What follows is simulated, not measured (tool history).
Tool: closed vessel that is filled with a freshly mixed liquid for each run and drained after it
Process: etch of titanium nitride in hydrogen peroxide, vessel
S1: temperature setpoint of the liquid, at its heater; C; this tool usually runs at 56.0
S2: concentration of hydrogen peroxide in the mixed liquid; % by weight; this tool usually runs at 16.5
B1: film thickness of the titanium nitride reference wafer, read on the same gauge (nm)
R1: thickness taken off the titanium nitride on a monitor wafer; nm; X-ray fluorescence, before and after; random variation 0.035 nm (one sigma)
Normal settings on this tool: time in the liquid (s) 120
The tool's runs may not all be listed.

Run 1, hour 0.0: usual settings; B1 139.988. Result: R1 3.579 nm.
Run 2, hour 37.5: usual settings; B1 140.012. Result: R1 3.563 nm.
At hour 154.0: peroxide flow meter replaced.
Run 3, hour 201.8: usual settings; B1 140.004. Result: R1 3.521 nm.
At hour 218.8: gauge calibrated.
Run 4, hour 237.3: usual settings; B1 140.003. Result: R1 3.575 nm.
Run 5, hour 282.4: usual settings; B1 139.998. Result: R1 3.578 nm.
Run 6, hour 353.5: usual settings; B1 140.010. Result: R1 3.543 nm.
Run 7, hour 379.9: usual settings; B1 139.988. Result: R1 3.569 nm.
At hour 390.3: thermometer replaced.
Run 8, hour 422.7: usual settings but S1 50.5 C, S2 18.5 % by weight, time in the liquid (s) 85; B1 139.977. Result: R1 1.963 nm.
Run 9, hour 449.3: usual settings but S1 60.5 C, S2 12.5 % by weight; B1 140.009. Result: R1 5.149 nm.
At hour 517.1: new drum of peroxide connected.
Run 10, hour 519.4: usual settings but S1 46.5 C, S2 13.0 % by weight; B1 139.979. Result: R1 1.874 nm.
Run 11, hour 576.1: usual settings but S1 51.0 C, S2 19.0 % by weight, time in the liquid (s) 190; B1 140.024. Result: R1 4.524 nm.
Run 12, hour 611.8: usual settings; B1 139.999. Result: R1 3.915 nm.
Run 13, hour 708.8: usual settings but time in the liquid (s) 160; B1 140.008. Result: R1 5.193 nm.
Run 14, hour 776.8: usual settings but S2 18.0 % by weight, time in the liquid (s) 90; B1 140.001. Result: R1 2.955 nm.
Run 15, hour 818.7: usual settings but time in the liquid (s) 70; B1 140.001. Result: R1 2.270 nm.
Run 16, hour 889.8: usual settings but S1 65.5 C, time in the liquid (s) 160; B1 139.988. Result: R1 9.845 nm.
Run 17, hour 945.7: usual settings but time in the liquid (s) 55; B1 139.976. Result: R1 1.759 nm.
At hour 1009.3: new drum of peroxide connected.
Run 18, hour 1009.8: usual settings but S2 12.5 % by weight; B1 140.022. Result: R1 3.608 nm.
Run 19, hour 1052.0: usual settings but S1 50.5 C, S2 13.0 % by weight, time in the liquid (s) 80; B1 140.001. Result: R1 1.635 nm.
At hour 1075.1: peroxide flow meter replaced.
Run 20, hour 1093.6: usual settings; B1 139.964. Result: R1 3.827 nm.
Run 21, hour 1136.9: usual settings but S2 14.0 % by weight; B1 139.973. Result: R1 3.728 nm.
Run 22, hour 1187.9: usual settings but S1 65.0 C, S2 13.5 % by weight, time in the liquid (s) 150; B1 139.977. Result: R1 8.291 nm.
Run 23, hour 1254.3: usual settings but S1 46.0 C; B1 139.999. Result: R1 1.850 nm.
Run 24, hour 1292.7: usual settings but S1 62.0 C, S2 14.0 % by weight, time in the liquid (s) 85; B1 140.015. Result: R1 3.865 nm.
Run 25, hour 1338.0: usual settings but time in the liquid (s) 155; B1 140.021. Result: R1 4.876 nm.
Run 26, hour 1400.2: usual settings; B1 139.989. Result: R1 3.741 nm.
At hour 1408.0: gauge calibrated.
Run 27, hour 1433.6: usual settings; B1 140.028. Result: R1 3.761 nm.
Run 28, hour 1503.0: usual settings; B1 140.010. Result: R1 3.761 nm.
At hour 1532.5: new drum of peroxide connected.
Run 29, hour 1574.8: usual settings but S2 18.0 % by weight; B1 140.015. Result: R1 3.873 nm.
Run 30, hour 1680.7: usual settings but S1 59.5 C, S2 19.0 % by weight, time in the liquid (s) 175; B1 139.980. Result: R1 7.162 nm.

Measured result minus the same run's result without the hidden state. Both carry the same run-to-run variation, though not necessarily the same gauge scatter:
Hidden state present: liquid colder than its thermometer reads (K); peroxide flow below the setpoint (%); peroxide weaker than its label (%); gauge reads high (%).
run      R1
  1  -0.352
  2  -0.355
  3  -0.378
  4  -0.390
  5  -0.399
  6  -0.406
  7  -0.415
  8  -0.007
  9  -0.021
 10  -0.015
 11  -0.046
 12  -0.044
 13  -0.081
 14  -0.054
 15  -0.046
 16  -0.217
 17  -0.044
 18  -0.102
 19  -0.052
 20  -0.122
 21  -0.127
 22  -0.285
 23  -0.077
 24  -0.151
 25  -0.209
 26  -0.171
 27  -0.177
 28  -0.188
 29  -0.206
 30  -0.408
